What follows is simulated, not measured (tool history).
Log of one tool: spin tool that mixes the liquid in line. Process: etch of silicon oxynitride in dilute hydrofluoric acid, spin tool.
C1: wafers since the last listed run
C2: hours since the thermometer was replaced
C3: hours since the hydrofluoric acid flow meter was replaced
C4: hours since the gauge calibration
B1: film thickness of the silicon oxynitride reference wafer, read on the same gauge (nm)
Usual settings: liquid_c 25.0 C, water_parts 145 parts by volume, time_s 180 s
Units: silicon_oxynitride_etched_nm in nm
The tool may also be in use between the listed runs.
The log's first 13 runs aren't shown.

run 14 hour=824.6 | liquid_c=25.0 water_parts=145 time_s=180 | C1=463 C2=55.1 C3=122.1 C4=1355.1 | B1=89.993 | silicon_oxynitride_etched_nm=3.465
run 15 hour=871.3 | liquid_c=25.0 water_parts=145 time_s=180 | C1=437 C2=101.8 C3=168.8 C4=1401.8 | B1=90.007 | silicon_oxynitride_etched_nm=3.446
run 16 hour=921.7 | liquid_c=25.0 water_parts=145 time_s=180 | C1=472 C2=152.2 C3=219.2 C4=1452.2 | B1=90.007 | silicon_oxynitride_etched_nm=3.405
run 17 hour=964.8 | liquid_c=29.5 water_parts=80 time_s=85 | C1=404 C2=195.3 C3=262.3 C4=1495.3 | B1=89.998 | silicon_oxynitride_etched_nm=3.821
run 18 hour=1016.2 | liquid_c=23.0 water_parts=120 time_s=135 | C1=482 C2=246.7 C3=313.7 C4=1546.7 | B1=90.004 | silicon_oxynitride_etched_nm=2.858
run 19 hour=1049.4 | liquid_c=25.0 water_parts=145 time_s=180 | C1=311 C2=279.9 C3=346.9 C4=1579.9 | B1=89.962 | silicon_oxynitride_etched_nm=3.334
run 20 hour=1093.4 | liquid_c=25.0 water_parts=145 time_s=270 | C1=412 C2=323.9 C3=390.9 C4=1623.9 | B1=90.006 | silicon_oxynitride_etched_nm=5.017
run 21 hour=1145.0 | liquid_c=22.0 water_parts=145 time_s=180 | C1=483 C2=375.5 C3=442.5 C4=1675.5 | B1=89.974 | silicon_oxynitride_etched_nm=2.939
run 22 hour=1190.2 | liquid_c=28.0 water_parts=210 time_s=180 | C1=423 C2=420.7 C3=487.7 C4=1720.7 | B1=89.995 | silicon_oxynitride_etched_nm=2.502
run 23 hour=1226.4 | liquid_c=23.5 water_parts=145 time_s=215 | C1=339 C2=456.9 C3=523.9 C4=1756.9 | B1=89.957 | silicon_oxynitride_etched_nm=3.685
run 24 hour=1284.2 | liquid_c=29.0 water_parts=145 time_s=180 | C1=542 C2=514.7 C3=581.7 C4=1814.7 | B1=90.005 | silicon_oxynitride_etched_nm=3.999
run 25 hour=1319.1 | liquid_c=25.0 water_parts=145 time_s=180 | C1=327 C2=549.6 C3=616.6 C4=1849.6 | B1=89.978 | silicon_oxynitride_etched_nm=3.281
run 26 hour=1346.8 | liquid_c=25.0 water_parts=165 time_s=235 | C1=259 C2=577.3 C3=644.3 C4=1877.3 | B1=90.000 | silicon_oxynitride_etched_nm=3.685
-- hour=1379.5 gauge calibrated
run 27 hour=1397.6 | liquid_c=25.0 water_parts=170 time_s=115 | C1=476 C2=628.1 C3=695.1 C4=18.1 | B1=90.005 | silicon_oxynitride_etched_nm=1.732
run 28 hour=1447.0 | liquid_c=29.5 water_parts=120 time_s=130 | C1=463 C2=677.5 C3=744.5 C4=67.5 | B1=90.004 | silicon_oxynitride_etched_nm=3.580
run 29 hour=1472.8 | liquid_c=25.0 water_parts=145 time_s=180 | C1=241 C2=703.3 C3=770.3 C4=93.3 | B1=90.032 | silicon_oxynitride_etched_nm=3.241
-- hour=1516.9 hydrofluoric acid flow meter replaced
run 30 hour=1543.4 | liquid_c=25.0 water_parts=145 time_s=180 | C1=652 C2=773.9 C3=26.5 C4=163.9 | B1=89.996 | silicon_oxynitride_etched_nm=3.559
run 31 hour=1597.1 | liquid_c=25.0 water_parts=145 time_s=180 | C1=503 C2=827.6 C3=80.2 C4=217.6 | B1=89.989 | silicon_oxynitride_etched_nm=3.497
run 32 hour=1654.1 | liquid_c=25.0 water_parts=185 time_s=225 | C1=534 C2=884.6 C3=137.2 C4=274.6 | B1=89.930 | silicon_oxynitride_etched_nm=3.308
run 33 hour=1702.0 | liquid_c=25.0 water_parts=115 time_s=270 | C1=449 C2=932.5 C3=185.1 C4=322.5 | B1=89.974 | silicon_oxynitride_etched_nm=6.656
run 34 hour=1768.0 | liquid_c=23.5 water_parts=145 time_s=140 | C1=618 C2=998.5 C3=251.1 C4=388.5 | B1=90.005 | silicon_oxynitride_etched_nm=2.498

3 ways to go on from here, each from the tool as it stands after run 34. What would each give?
run A hour=1768.5 | liquid_c=25.0 water_parts=145 time_s=180 | C1=4 C2=999.0 C3=251.6 C4=389.0 | B1=? | silicon_oxynitride_etched_nm=?
run B hour=1768.5 | liquid_c=25.0 water_parts=80 time_s=210 | C1=4 C2=999.0 C3=251.6 C4=389.0 | B1=? | silicon_oxynitride_etched_nm=?
run C hour=1768.5 | liquid_c=23.0 water_parts=215 time_s=85 | C1=4 C2=999.0 C3=251.6 C4=389.0 | B1=? | silicon_oxynitride_etched_nm=?

run=A B1=90.027 silicon_oxynitride_etched_nm=3.457
run=B B1=90.027 silicon_oxynitride_etched_nm=7.737
run=C B1=90.027 silicon_oxynitride_etched_nm=0.953
Without the tool's hidden state the same runs would have given:
run=A silicon_oxynitride_etched_nm=3.562
run=B silicon_oxynitride_etched_nm=7.961
run=C silicon_oxynitride_etched_nm=0.982
